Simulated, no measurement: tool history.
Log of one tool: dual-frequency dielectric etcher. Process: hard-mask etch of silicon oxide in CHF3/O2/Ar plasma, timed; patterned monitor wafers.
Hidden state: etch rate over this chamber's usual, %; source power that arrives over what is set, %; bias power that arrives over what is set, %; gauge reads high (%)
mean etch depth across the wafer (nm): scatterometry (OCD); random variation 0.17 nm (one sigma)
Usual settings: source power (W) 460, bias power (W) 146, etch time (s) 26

run    hour  source power (W)  bias power (W)  etch time (s)  wafers since the last listed run  hours since the last wet clean  hours since the last source power generator calibration  hours since the last bias power generator calibration  hours since the last upper electrode change  hours since the gauge calibration  read-back reference wafer on the same gauge, depth_nm  mean etch depth across the wafer (nm)
  1       0               460             146             26                                 0                           141.3                                                   2464.2                                                 2689.9                                       2390.2                              717.9                                                  38.78                                  40.26
  2    66.2               460             146             26                              1106                           207.5                                                   2530.4                                                 2756.1                                       2456.4                              784.1                                                  38.83                                  40.28
  3   137.2               460             146             26                              1186                           278.5                                                   2601.4                                                 2827.1                                       2527.4                              855.1                                                  38.79                                  40.55
  4     199               460             146             26                              1033                           340.3                                                   2663.2                                                 2888.9                                       2589.2                              916.9                                                  38.81                                  40.89
  5   287.8               460             156           21.5                              1484                           429.1                                                     2752                                                 2977.7                                         2678                             1005.7                                                  38.76                                  34.89
      319.6  -- wet clean of the chamber
  6   355.9               460             156           21.5                               737                            36.3                                                   2820.1                                                 3045.8                                       2746.1                             1073.8                                                   38.8                                  31.87
  7   436.1               460             156           21.5                              1340                           116.5                                                   2900.3                                                   3126                                       2826.3                               1154                                                  38.82                                  32.02
      481.1  -- gauge calibrated
  8   506.8               510             155             26                              1181                           187.2                                                     2971                                                 3196.7                                         2897                               25.7                                                  38.81                                  41.38
      539.2  -- upper electrode replaced
      550.6  -- wet clean of the chamber, repeated, since the last time left the tool worse
  9   562.8               510             155             26                               344                            12.2                                                     3027                                                 3252.7                                         23.6                               81.7                                                  38.81                                  43.25
 10     667               380             146             26                              1741                           116.4                                                   3131.2                                                 3356.9                                        127.8                              185.9                                                   38.8                                  35.59
 11   730.2               460             177             26                              1056                           179.6                                                   3194.4                                                 3420.1                                          191                              249.1                                                  38.82                                  42.97
 12   794.4               570             159             21                              1073                           243.8                                                   3258.6                                                 3484.3                                        255.2                              313.3                                                   38.8                                  38.22
      807.9  -- bias power generator calibrated
 13   882.4               350             169             22                              1404                           331.8                                                   3346.6                                                   74.5                                        343.2                              401.3                                                  38.76                                  30.24
      902.9  -- source power generator calibrated
 14     954               460             146             26                              1130                           403.4                                                     51.1                                                  146.1                                        414.8                              472.9                                                  38.82                                  40.86
     1034.9  -- wet clean of the chamber
 15  1055.3               400             130             34                              1292                            20.4                                                    152.4                                                  247.4                                        516.1                              574.2                                                  38.78                                   45.6
 16  1145.3               460             146             26                              1504                           110.4                                                    242.4                                                  337.4                                        606.1                              664.2                                                  38.83                                  40.23
 17    1247               460             130             18                              1700                           212.1                                                    344.1                                                  439.1                                        707.8                              765.9                                                   38.8                                  26.95
 18  1294.2               460             170             29                               789                           259.3                                                    391.3                                                  486.3                                          755                              813.1                                                  38.79                                  47.47

3 ways to go on from here, each from the tool as it stands after run 18. What would each give?
  A  1294.6               460             146             26                                 6                           259.7                                                    391.7                                                  486.7                                        755.4                              813.5                                                      ?                                      ?
  B  1294.6               520             178             26                                 6                           259.7                                                    391.7                                                  486.7                                        755.4                              813.5                                                      ?                                      ?
  C  1294.6               360             146             26                                 6                           259.7                                                    391.7                                                  486.7                                        755.4                              813.5                                                      ?                                      ?

run  read-back reference wafer on the same gauge, depth_nm  mean etch depth across the wafer (nm)
  A                                                  38.77                                  40.48
  B                                                  38.77                                  46.19
  C                                                  38.77                                  34.53
Without the tool's hidden state the same runs would have given:
run  mean etch depth across the wafer (nm)
  A                                  39.89
  B                                  45.51
  C                                  34.02
